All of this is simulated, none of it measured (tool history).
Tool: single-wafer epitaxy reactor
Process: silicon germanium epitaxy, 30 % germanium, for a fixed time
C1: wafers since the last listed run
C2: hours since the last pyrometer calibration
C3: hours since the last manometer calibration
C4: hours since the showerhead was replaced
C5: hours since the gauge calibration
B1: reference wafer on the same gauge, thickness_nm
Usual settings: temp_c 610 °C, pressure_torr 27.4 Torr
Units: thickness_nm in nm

run 1 hour=0 | temp_c=610 pressure_torr=27.4 | C1=0 C2=849.5 C3=529.8 C4=2594.2 C5=1004.3 | B1=93.962 | thickness_nm=76.503
run 2 hour=50.2 | temp_c=610 pressure_torr=27.4 | C1=792 C2=899.7 C3=580 C4=2644.4 C5=1054.5 | B1=94.176 | thickness_nm=76.377
run 3 hour=242.3 | temp_c=610 pressure_torr=27.4 | C1=3030 C2=1091.8 C3=772.1 C4=2836.5 C5=1246.6 | B1=94.092 | thickness_nm=74.491
run 4 hour=309 | temp_c=610 pressure_torr=27.4 | C1=1052 C2=1158.5 C3=838.8 C4=2903.2 C5=1313.3 | B1=94.123 | thickness_nm=75.06
run 5 hour=445.2 | temp_c=610 pressure_torr=27.4 | C1=2148 C2=1294.7 C3=975 C4=3039.4 C5=1449.5 | B1=94.054 | thickness_nm=75.07
run 6 hour=471.9 | temp_c=610 pressure_torr=27.4 | C1=421 C2=1321.4 C3=1001.7 C4=3066.1 C5=1476.2 | B1=94.051 | thickness_nm=74.953
run 7 hour=522.8 | temp_c=610 pressure_torr=24.9 | C1=803 C2=1372.3 C3=1052.6 C4=3117 C5=1527.1 | B1=94.154 | thickness_nm=71.591
-- hour=573.1 gauge calibrated
run 8 hour=598.9 | temp_c=610 pressure_torr=24.9 | C1=1200 C2=1448.4 C3=1128.7 C4=3193.1 C5=25.8 | B1=94.16 | thickness_nm=71.329
-- hour=643.2 capacitance manometer re-zeroed and calibrated
run 9 hour=643.7 | temp_c=610 pressure_torr=27.4 | C1=580 C2=1493.2 C3=0.5 C4=3237.9 C5=70.6 | B1=93.994 | thickness_nm=73.945
run 10 hour=668.1 | temp_c=606 pressure_torr=26 | C1=384 C2=1517.6 C3=24.9 C4=3262.3 C5=95 | B1=94.164 | thickness_nm=67.946
run 11 hour=739.4 | temp_c=606 pressure_torr=26 | C1=1124 C2=1588.9 C3=96.2 C4=3333.6 C5=166.3 | B1=94.128 | thickness_nm=67.745
run 12 hour=765.7 | temp_c=620 pressure_torr=27.4 | C1=414 C2=1615.2 C3=122.5 C4=3359.9 C5=192.6 | B1=94.082 | thickness_nm=85.375
run 13 hour=816.4 | temp_c=610 pressure_torr=27.4 | C1=799 C2=1665.9 C3=173.2 C4=3410.6 C5=243.3 | B1=94.077 | thickness_nm=73.21
-- hour=848.3 showerhead replaced
run 14 hour=849.6 | temp_c=610 pressure_torr=22.7 | C1=397 C2=1699.1 C3=206.4 C4=1.3 C5=276.5 | B1=93.922 | thickness_nm=67.082
run 15 hour=884.3 | temp_c=625 pressure_torr=25.2 | C1=547 C2=1733.8 C3=241.1 C4=36 C5=311.2 | B1=94.012 | thickness_nm=89.108
run 16 hour=911.1 | temp_c=610 pressure_torr=27.4 | C1=422 C2=1760.6 C3=267.9 C4=62.8 C5=338 | B1=94.205 | thickness_nm=73.851
run 17 hour=966.5 | temp_c=610 pressure_torr=27.4 | C1=874 C2=1816 C3=323.3 C4=118.2 C5=393.4 | B1=94.109 | thickness_nm=72.878
run 18 hour=1010.2 | temp_c=622 pressure_torr=32.1 | C1=689 C2=1859.7 C3=367 C4=161.9 C5=437.1 | B1=94.035 | thickness_nm=94.093
-- hour=1086.1 pyrometer calibrated
run 19 hour=1090.4 | temp_c=600 pressure_torr=23.7 | C1=1139 C2=4.3 C3=447.2 C4=242.1 C5=517.3 | B1=94.101 | thickness_nm=64.297
run 20 hour=1143.4 | temp_c=610 pressure_torr=33.9 | C1=836 C2=57.3 C3=500.2 C4=295.1 C5=570.3 | B1=94.054 | thickness_nm=88.032
run 21 hour=1183.5 | temp_c=618 pressure_torr=29.6 | C1=632 C2=97.4 C3=540.3 C4=335.2 C5=610.4 | B1=93.938 | thickness_nm=93.526
run 22 hour=1238.2 | temp_c=604 pressure_torr=31.3 | C1=863 C2=152.1 C3=595 C4=389.9 C5=665.1 | B1=94.111 | thickness_nm=76.555
run 23 hour=1289.1 | temp_c=610 pressure_torr=30.9 | C1=803 C2=203 C3=645.9 C4=440.8 C5=716 | B1=94.019 | thickness_nm=84.73
run 24 hour=1330.6 | temp_c=619 pressure_torr=29.7 | C1=654 C2=244.5 C3=687.4 C4=482.3 C5=757.5 | B1=93.998 | thickness_nm=94.734
run 25 hour=1379.7 | temp_c=610 pressure_torr=27.4 | C1=774 C2=293.6 C3=736.5 C4=531.4 C5=806.6 | B1=94.09 | thickness_nm=79.249

How the hidden state differs across the entries between the runs, from the last listed run before each to the first after it:
Between runs 7 and 8: gauge calibrated (hour 573.1)
  wafer temperature above the value expected at the setpoint (K): -4.44 -> -4.65
  measured less the result without the state, thickness_nm: -5.196 -> -5.435 nm
Between runs 8 and 9: capacitance manometer re-zeroed and calibrated (hour 643.2)
  wafer temperature above the value expected at the setpoint (K): -4.65 -> -4.78
  measured less the result without the state, thickness_nm: -5.435 -> -5.793 nm
Between runs 13 and 14: showerhead replaced (hour 848.3)
  wafer temperature above the value expected at the setpoint (K): -5.26 -> -5.35
  measured less the result without the state, thickness_nm: -6.342 -> -5.918 nm
Between runs 18 and 19: pyrometer calibrated (hour 1086.1)
  wafer temperature above the value expected at the setpoint (K): -5.8 -> 0.543
  measured less the result without the state, thickness_nm: -8.813 -> +0.557 nm
